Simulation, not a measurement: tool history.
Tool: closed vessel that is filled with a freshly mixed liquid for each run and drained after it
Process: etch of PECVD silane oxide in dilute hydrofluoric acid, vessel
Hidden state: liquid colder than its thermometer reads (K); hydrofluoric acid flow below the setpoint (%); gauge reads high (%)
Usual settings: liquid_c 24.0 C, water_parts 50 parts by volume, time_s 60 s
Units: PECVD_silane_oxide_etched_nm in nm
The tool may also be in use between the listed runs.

| run | hour | liquid_c | water_parts | time_s | wafers since the last listed run | hours since the thermometer was replaced | hours since the hydrofluoric acid flow meter was replaced | hours since the gauge calibration | read-back film thickness of the PECVD silane oxide reference wafer, read on the same gauge (nm) | PECVD_silane_oxide_etched_nm |
|---|---|---|---|---|---|---|---|---|---|---|
| 1 | 0.0 | 24.0 | 50 | 60 | 0 | 2738.2 | 1785.9 | 359.6 | 29.98 | 57.36 |
| 2 | 31.3 | 24.0 | 50 | 60 | 4071 | 2769.5 | 1817.2 | 390.9 | 30.03 | 57.60 |
| 3 | 44.4 | 24.0 | 50 | 60 | 1704 | 2782.6 | 1830.3 | 404.0 | 29.99 | 57.36 |
| 4 | 65.1 | 24.0 | 50 | 60 | 2692 | 2803.3 | 1851.0 | 424.7 | 30.00 | 56.90 |
| 5 | 91.1 | 20.5 | 50 | 60 | 3382 | 2829.3 | 1877.0 | 450.7 | 30.01 | 48.91 |
| 6 | 123.8 | 20.5 | 50 | 60 | 4253 | 2862.0 | 1909.7 | 483.4 | 29.97 | 49.15 |
| 7 | 138.1 | 20.5 | 50 | 60 | 1860 | 2876.3 | 1924.0 | 497.7 | 29.99 | 49.30 |
| 8 | 163.4 | 24.0 | 50 | 60 | 3291 | 2901.6 | 1949.3 | 523.0 | 30.00 | 57.14 |
| 9 | 181.9 | 24.0 | 50 | 60 | 2406 | 2920.1 | 1967.8 | 541.5 | 30.01 | 57.34 |
| 10 | 213.7 | 24.0 | 65 | 60 | 4136 | 2951.9 | 1999.6 | 573.3 | 30.01 | 42.82 |
|  | 233.0 | hydrofluoric acid flow meter replaced |
| 11 | 245.8 | 24.0 | 65 | 60 | 4045 | 2984.0 | 12.8 | 605.4 | 29.99 | 42.58 |
| 12 | 269.5 | 24.0 | 50 | 60 | 3083 | 3007.7 | 36.5 | 629.1 | 30.02 | 56.98 |
| 13 | 283.3 | 24.0 | 50 | 60 | 1795 | 3021.5 | 50.3 | 642.9 | 29.99 | 57.22 |
| 14 | 305.1 | 24.0 | 25 | 40 | 2835 | 3043.3 | 72.1 | 664.7 | 30.01 | 78.21 |
| 15 | 329.4 | 20.5 | 35 | 45 | 3161 | 3067.6 | 96.4 | 689.0 | 30.02 | 53.88 |
| 16 | 363.1 | 28.5 | 55 | 60 | 4383 | 3101.3 | 130.1 | 722.7 | 29.98 | 61.86 |
| 17 | 456.5 | 24.0 | 65 | 60 | 12149 | 3194.7 | 223.5 | 816.1 | 29.98 | 42.56 |
|  | 471.5 | thermometer replaced |
| 18 | 475.7 | 24.0 | 40 | 60 | 2367 | 4.2 | 242.7 | 835.3 | 30.03 | 79.13 |
| 19 | 507.0 | 24.0 | 50 | 60 | 4071 | 35.5 | 274.0 | 866.6 | 30.01 | 63.00 |
| 20 | 522.6 | 24.0 | 50 | 60 | 2029 | 51.1 | 289.6 | 882.2 | 30.00 | 63.24 |
|  | 544.2 | gauge calibrated |
| 21 | 549.6 | 26.5 | 60 | 30 | 3512 | 78.1 | 316.6 | 5.4 | 29.99 | 28.55 |
| 22 | 577.4 | 28.0 | 40 | 60 | 3616 | 105.9 | 344.4 | 33.2 | 30.00 | 93.43 |
| 23 | 596.1 | 24.0 | 50 | 30 | 2432 | 124.6 | 363.1 | 51.9 | 30.01 | 31.60 |
| 24 | 611.3 | 27.0 | 50 | 30 | 1977 | 139.8 | 378.3 | 67.1 | 30.03 | 35.41 |
| 25 | 641.3 | 24.0 | 50 | 60 | 3902 | 169.8 | 408.3 | 97.1 | 30.00 | 63.68 |
| 26 | 669.9 | 28.0 | 40 | 45 | 3720 | 198.4 | 436.9 | 125.7 | 29.99 | 69.98 |
| 27 | 701.3 | 29.0 | 50 | 60 | 4084 | 229.8 | 468.3 | 157.1 | 30.01 | 76.33 |
| 28 | 731.7 | 19.0 | 35 | 30 | 3954 | 260.2 | 498.7 | 187.5 | 29.97 | 37.00 |
| 29 | 760.4 | 28.0 | 50 | 60 | 3733 | 288.9 | 527.4 | 216.2 | 30.05 | 73.43 |
| 30 | 782.8 | 24.0 | 70 | 95 | 2913 | 311.3 | 549.8 | 238.6 | 29.99 | 68.46 |
| 31 | 815.4 | 24.0 | 30 | 60 | 4240 | 343.9 | 582.4 | 271.2 | 30.00 | 106.08 |
| 32 | 844.9 | 24.0 | 50 | 50 | 3837 | 373.4 | 611.9 | 300.7 | 30.00 | 52.19 |

The tool's hidden state at each run:
hydrofluoric acid flow below the setpoint (%): 0 in every run
gauge reads high (%): 0 in every run
H1: liquid colder than its thermometer reads (K)
| run | H1 |
|---|---|
| 1 | 2.55 |
| 2 | 2.58 |
| 3 | 2.59 |
| 4 | 2.61 |
| 5 | 2.63 |
| 6 | 2.66 |
| 7 | 2.67 |
| 8 | 2.7 |
| 9 | 2.71 |
| 10 | 2.74 |
| 11 | 2.77 |
| 12 | 2.79 |
| 13 | 2.8 |
| 14 | 2.82 |
| 15 | 2.85 |
| 16 | 2.88 |
| 17 | 2.96 |
| 18 | 0.199 |
| 19 | 0.227 |
| 20 | 0.241 |
| 21 | 0.265 |
| 22 | 0.29 |
| 23 | 0.307 |
| 24 | 0.32 |
| 25 | 0.347 |
| 26 | 0.372 |
| 27 | 0.4 |
| 28 | 0.428 |
| 29 | 0.453 |
| 30 | 0.473 |
| 31 | 0.502 |
| 32 | 0.529 |
